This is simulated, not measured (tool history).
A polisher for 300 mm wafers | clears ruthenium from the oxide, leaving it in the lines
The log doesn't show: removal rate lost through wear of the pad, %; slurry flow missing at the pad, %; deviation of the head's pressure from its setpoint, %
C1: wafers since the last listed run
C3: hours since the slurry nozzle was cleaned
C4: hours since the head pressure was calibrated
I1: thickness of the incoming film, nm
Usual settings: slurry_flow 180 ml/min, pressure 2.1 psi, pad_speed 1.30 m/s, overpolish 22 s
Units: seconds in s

{"run": 1, "hour": 0.0, "slurry_flow": 180, "pressure": 2.1, "pad_speed": 1.3, "overpolish": 22, "C1": 0, "wafers polished on this pad": 1495, "C3": 7.7, "C4": 467.9, "I1": 190.6, "seconds": 129.3}
{"hour": 20.1, "done": "head pressure recalibrated"}
{"run": 2, "hour": 31.9, "slurry_flow": 180, "pressure": 2.1, "pad_speed": 1.3, "overpolish": 22, "C1": 305, "wafers polished on this pad": 1801, "C3": 39.6, "C4": 11.8, "I1": 187.1, "seconds": 114.7}
{"run": 3, "hour": 57.8, "slurry_flow": 180, "pressure": 2.1, "pad_speed": 1.54, "overpolish": 22, "C1": 264, "wafers polished on this pad": 2065, "C3": 65.5, "C4": 37.7, "I1": 189.3, "seconds": 99.7}
{"run": 4, "hour": 110.8, "slurry_flow": 180, "pressure": 2.1, "pad_speed": 1.54, "overpolish": 22, "C1": 541, "wafers polished on this pad": 2607, "C3": 118.5, "C4": 90.7, "I1": 192.3, "seconds": 105.8}
{"run": 5, "hour": 152.5, "slurry_flow": 180, "pressure": 2.1, "pad_speed": 1.3, "overpolish": 19, "C1": 426, "wafers polished on this pad": 3034, "C3": 160.2, "C4": 132.4, "I1": 193.7, "seconds": 128.2}
{"run": 6, "hour": 185.6, "slurry_flow": 180, "pressure": 2.1, "pad_speed": 1.3, "overpolish": 22, "C1": 338, "wafers polished on this pad": 3372, "C3": 193.3, "C4": 165.5, "I1": 190.1, "seconds": 128.6}
{"run": 7, "hour": 244.3, "slurry_flow": 180, "pressure": 2.1, "pad_speed": 1.3, "overpolish": 22, "C1": 600, "wafers polished on this pad": 3972, "C3": 252.0, "C4": 224.2, "I1": 193.0, "seconds": 131.5}
{"run": 8, "hour": 285.6, "slurry_flow": 180, "pressure": 2.1, "pad_speed": 1.3, "overpolish": 22, "C1": 422, "wafers polished on this pad": 4395, "C3": 293.3, "C4": 265.5, "I1": 189.4, "seconds": 129.8}
{"run": 9, "hour": 313.4, "slurry_flow": 180, "pressure": 2.1, "pad_speed": 1.58, "overpolish": 22, "C1": 284, "wafers polished on this pad": 4679, "C3": 321.1, "C4": 293.3, "I1": 190.8, "seconds": 107.1}
{"hour": 323.0, "done": "worn pad replaced by a new one"}
{"hour": 420.3, "done": "slurry nozzle cleaned"}
{"hour": 429.9, "done": "head pressure recalibrated"}
{"run": 10, "hour": 465.3, "slurry_flow": 180, "pressure": 2.1, "pad_speed": 1.58, "overpolish": 22, "C1": 1481, "wafers polished on this pad": 1423, "C3": 45.0, "C4": 35.4, "I1": 193.8, "seconds": 98.1}
{"run": 11, "hour": 504.5, "slurry_flow": 180, "pressure": 2.1, "pad_speed": 1.58, "overpolish": 22, "C1": 400, "wafers polished on this pad": 1824, "C3": 84.2, "C4": 74.6, "I1": 191.4, "seconds": 99.3}
{"run": 12, "hour": 540.4, "slurry_flow": 180, "pressure": 2.1, "pad_speed": 1.3, "overpolish": 22, "C1": 367, "wafers polished on this pad": 2191, "C3": 120.1, "C4": 110.5, "I1": 189.9, "seconds": 121.9}
{"run": 13, "hour": 564.9, "slurry_flow": 180, "pressure": 2.1, "pad_speed": 1.3, "overpolish": 22, "C1": 250, "wafers polished on this pad": 2442, "C3": 144.6, "C4": 135.0, "I1": 189.0, "seconds": 123.9}
{"run": 14, "hour": 634.7, "slurry_flow": 180, "pressure": 2.1, "pad_speed": 1.3, "overpolish": 32, "C1": 713, "wafers polished on this pad": 3155, "C3": 214.4, "C4": 204.8, "I1": 189.4, "seconds": 128.6}
{"hour": 763.7, "done": "worn pad replaced by a new one"}
{"run": 15, "hour": 774.9, "slurry_flow": 180, "pressure": 2.1, "pad_speed": 1.3, "overpolish": 32, "C1": 1392, "wafers polished on this pad": 114, "C3": 354.6, "C4": 345.0, "I1": 189.7, "seconds": 130.0}
{"run": 16, "hour": 831.7, "slurry_flow": 180, "pressure": 2.1, "pad_speed": 1.3, "overpolish": 22, "C1": 580, "wafers polished on this pad": 694, "C3": 411.4, "C4": 401.8, "I1": 188.5, "seconds": 127.8}
{"run": 17, "hour": 867.6, "slurry_flow": 180, "pressure": 2.8, "pad_speed": 1.3, "overpolish": 22, "C1": 367, "wafers polished on this pad": 1061, "C3": 447.3, "C4": 437.7, "I1": 189.1, "seconds": 94.6}
{"hour": 906.7, "done": "head pressure recalibrated"}
{"hour": 921.7, "done": "slurry nozzle cleaned"}
{"run": 18, "hour": 927.8, "slurry_flow": 180, "pressure": 2.1, "pad_speed": 1.3, "overpolish": 22, "C1": 584, "wafers polished on this pad": 1646, "C3": 6.1, "C4": 21.1, "I1": 186.6, "seconds": 114.1}
{"run": 19, "hour": 1133.7, "slurry_flow": 180, "pressure": 2.1, "pad_speed": 1.3, "overpolish": 22, "C1": 2105, "wafers polished on this pad": 3752, "C3": 212.0, "C4": 227.0, "I1": 192.9, "seconds": 128.2}
{"run": 20, "hour": 1172.9, "slurry_flow": 180, "pressure": 2.1, "pad_speed": 1.3, "overpolish": 22, "C1": 400, "wafers polished on this pad": 4152, "C3": 251.2, "C4": 266.2, "I1": 191.2, "seconds": 128.7}
{"run": 21, "hour": 1207.2, "slurry_flow": 180, "pressure": 2.1, "pad_speed": 1.3, "overpolish": 22, "C1": 350, "wafers polished on this pad": 4503, "C3": 285.5, "C4": 300.5, "I1": 188.0, "seconds": 124.9}
{"hour": 1216.9, "done": "worn pad replaced by a new one"}
{"run": 22, "hour": 1271.8, "slurry_flow": 200, "pressure": 2.1, "pad_speed": 1.3, "overpolish": 28, "C1": 619, "wafers polished on this pad": 560, "C3": 350.1, "C4": 365.1, "I1": 188.9, "seconds": 124.3}
{"hour": 1303.3, "done": "head pressure recalibrated"}
{"run": 23, "hour": 1332.2, "slurry_flow": 180, "pressure": 2.1, "pad_speed": 1.3, "overpolish": 22, "C1": 597, "wafers polished on this pad": 1158, "C3": 410.5, "C4": 28.9, "I1": 189.8, "seconds": 117.1}
{"hour": 1351.0, "done": "slurry nozzle cleaned"}
{"run": 24, "hour": 1389.0, "slurry_flow": 220, "pressure": 2.1, "pad_speed": 1.3, "overpolish": 22, "C1": 570, "wafers polished on this pad": 1728, "C3": 38.0, "C4": 85.7, "I1": 190.6, "seconds": 121.3}
{"run": 25, "hour": 1417.8, "slurry_flow": 135, "pressure": 2.1, "pad_speed": 1.3, "overpolish": 16, "C1": 294, "wafers polished on this pad": 2023, "C3": 66.8, "C4": 114.5, "I1": 192.1, "seconds": 131.5}
{"run": 26, "hour": 1482.7, "slurry_flow": 135, "pressure": 1.6, "pad_speed": 1.08, "overpolish": 22, "C1": 663, "wafers polished on this pad": 2686, "C3": 131.7, "C4": 179.4, "I1": 191.1, "seconds": 206.9}
{"run": 27, "hour": 1546.8, "slurry_flow": 195, "pressure": 2.1, "pad_speed": 1.7, "overpolish": 22, "C1": 655, "wafers polished on this pad": 3342, "C3": 195.8, "C4": 243.5, "I1": 188.4, "seconds": 93.2}
{"run": 28, "hour": 1599.7, "slurry_flow": 135, "pressure": 2.1, "pad_speed": 1.6, "overpolish": 22, "C1": 540, "wafers polished on this pad": 3882, "C3": 248.7, "C4": 296.4, "I1": 190.2, "seconds": 106.8}
{"run": 29, "hour": 1635.9, "slurry_flow": 150, "pressure": 2.7, "pad_speed": 1.76, "overpolish": 22, "C1": 370, "wafers polished on this pad": 4253, "C3": 284.9, "C4": 332.6, "I1": 188.8, "seconds": 74.3}
{"run": 30, "hour": 1670.2, "slurry_flow": 180, "pressure": 2.1, "pad_speed": 1.3, "overpolish": 22, "C1": 350, "wafers polished on this pad": 4603, "C3": 319.2, "C4": 366.9, "I1": 190.4, "seconds": 130.2}
{"hour": 1695.7, "done": "worn pad replaced by a new one"}
{"run": 31, "hour": 1706.6, "slurry_flow": 220, "pressure": 2.1, "pad_speed": 1.3, "overpolish": 12, "C1": 331, "wafers polished on this pad": 111, "C3": 355.6, "C4": 403.3, "I1": 188.2, "seconds": 127.9}
{"hour": 1723.4, "done": "head pressure recalibrated"}
{"run": 32, "hour": 1750.6, "slurry_flow": 180, "pressure": 2.1, "pad_speed": 1.3, "overpolish": 22, "C1": 429, "wafers polished on this pad": 541, "C3": 399.6, "C4": 27.2, "I1": 190.0, "seconds": 116.7}
{"run": 33, "hour": 1792.0, "slurry_flow": 220, "pressure": 2.1, "pad_speed": 1.68, "overpolish": 14, "C1": 423, "wafers polished on this pad": 964, "C3": 441.0, "C4": 68.6, "I1": 187.7, "seconds": 90.0}
{"run": 34, "hour": 1826.5, "slurry_flow": 145, "pressure": 2.1, "pad_speed": 1.5, "overpolish": 18, "C1": 352, "wafers polished on this pad": 1317, "C3": 475.5, "C4": 103.1, "I1": 191.1, "seconds": 107.6}
{"hour": 1843.3, "done": "slurry nozzle cleaned"}
{"run": 35, "hour": 1878.5, "slurry_flow": 180, "pressure": 1.5, "pad_speed": 1.12, "overpolish": 30, "C1": 521, "wafers polished on this pad": 1838, "C3": 35.2, "C4": 155.1, "I1": 190.5, "seconds": 200.9}
{"run": 36, "hour": 1936.0, "slurry_flow": 200, "pressure": 2.1, "pad_speed": 1.3, "overpolish": 30, "C1": 587, "wafers polished on this pad": 2426, "C3": 92.7, "C4": 212.6, "I1": 190.4, "seconds": 124.3}

4 ways to go on from here, each from the tool as it stands after run 36. What would each give?
{"run": "A", "hour": 1936.5, "slurry_flow": 180, "pressure": 2.1, "pad_speed": 1.3, "overpolish": 11, "C1": 5, "wafers polished on this pad": 2431, "C3": 93.2, "C4": 213.1, "I1": 188.9, "seconds": "?"}
{"run": "B", "hour": 1936.5, "slurry_flow": 180, "pressure": 2.1, "pad_speed": 0.92, "overpolish": 22, "C1": 5, "wafers polished on this pad": 2431, "C3": 93.2, "C4": 213.1, "I1": 188.9, "seconds": "?"}
{"run": "C", "hour": 1936.5, "slurry_flow": 180, "pressure": 2.1, "pad_speed": 0.96, "overpolish": 35, "C1": 5, "wafers polished on this pad": 2431, "C3": 93.2, "C4": 213.1, "I1": 188.9, "seconds": "?"}
{"run": "D", "hour": 1936.5, "slurry_flow": 180, "pressure": 2.1, "pad_speed": 1.56, "overpolish": 34, "C1": 5, "wafers polished on this pad": 2431, "C3": 93.2, "C4": 213.1, "I1": 188.9, "seconds": "?"}

run=A seconds=124.7
run=B seconds=176.2
run=C seconds=168.9
run=D seconds=103.9
Without the tool's hidden state the same runs would have given:
run=A seconds=115.9
run=B seconds=163.8
run=C seconds=157.0
run=D seconds=96.6
